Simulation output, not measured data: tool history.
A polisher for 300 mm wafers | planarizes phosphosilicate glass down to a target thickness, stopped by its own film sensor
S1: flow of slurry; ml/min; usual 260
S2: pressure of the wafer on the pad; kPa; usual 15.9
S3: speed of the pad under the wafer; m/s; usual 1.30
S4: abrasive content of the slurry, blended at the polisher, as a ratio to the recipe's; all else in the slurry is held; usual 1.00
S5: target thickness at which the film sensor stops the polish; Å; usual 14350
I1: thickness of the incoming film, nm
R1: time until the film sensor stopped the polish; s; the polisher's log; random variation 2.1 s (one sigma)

run 1 day=0.000 | S1=260 S2=15.9 S3=1.30 S4=1.00 S5=15510 | I1=2297.1 | R1=92.8
run 2 day=2.662 | S1=260 S2=15.9 S3=1.30 S4=1.00 S5=15510 | I1=2249.4 | R1=84.6
-- day=4.100 conditioning disc replaced and pad reconditioned
-- day=4.508 slurry blender recalibrated
run 3 day=4.529 | S1=260 S2=15.9 S3=1.30 S4=1.00 S5=15510 | I1=2256.8 | R1=85.5
run 4 day=6.446 | S1=260 S2=15.9 S3=1.30 S4=1.00 S5=14350 | I1=2272.4 | R1=101.4
run 5 day=9.746 | S1=260 S2=15.9 S3=1.30 S4=1.00 S5=14350 | I1=2288.1 | R1=104.9
run 6 day=12.388 | S1=220 S2=15.9 S3=1.30 S4=1.00 S5=14350 | I1=2236.5 | R1=95.1
-- day=12.433 slurry nozzle cleaned
run 7 day=14.204 | S1=260 S2=15.9 S3=1.30 S4=1.00 S5=14350 | I1=2308.2 | R1=105.6
run 8 day=16.417 | S1=260 S2=15.9 S3=1.20 S4=1.00 S5=14350 | I1=2269.5 | R1=104.6
-- day=17.650 worn pad replaced by a new one
run 9 day=19.175 | S1=345 S2=11.7 S3=1.30 S4=0.75 S5=14350 | I1=2308.5 | R1=135.8
run 10 day=22.617 | S1=260 S2=15.9 S3=1.06 S4=1.00 S5=12910 | I1=2253.4 | R1=130.4
run 11 day=24.954 | S1=260 S2=15.9 S3=1.30 S4=1.00 S5=14350 | I1=2261.3 | R1=99.7
-- day=25.733 slurry blender recalibrated
-- day=26.508 conditioning disc replaced and pad reconditioned
run 12 day=28.442 | S1=220 S2=15.9 S3=1.30 S4=1.00 S5=14350 | I1=2299.0 | R1=101.7

Run 13 comes next. What will it give?
run 13 day=30.321 | S1=260 S2=20.7 S3=1.58 S4=1.00 S5=14350 | I1=2281.3 | R1=?

R1: 71.7 s
Without the tool's hidden state the same run would have given R1 77.2 s.

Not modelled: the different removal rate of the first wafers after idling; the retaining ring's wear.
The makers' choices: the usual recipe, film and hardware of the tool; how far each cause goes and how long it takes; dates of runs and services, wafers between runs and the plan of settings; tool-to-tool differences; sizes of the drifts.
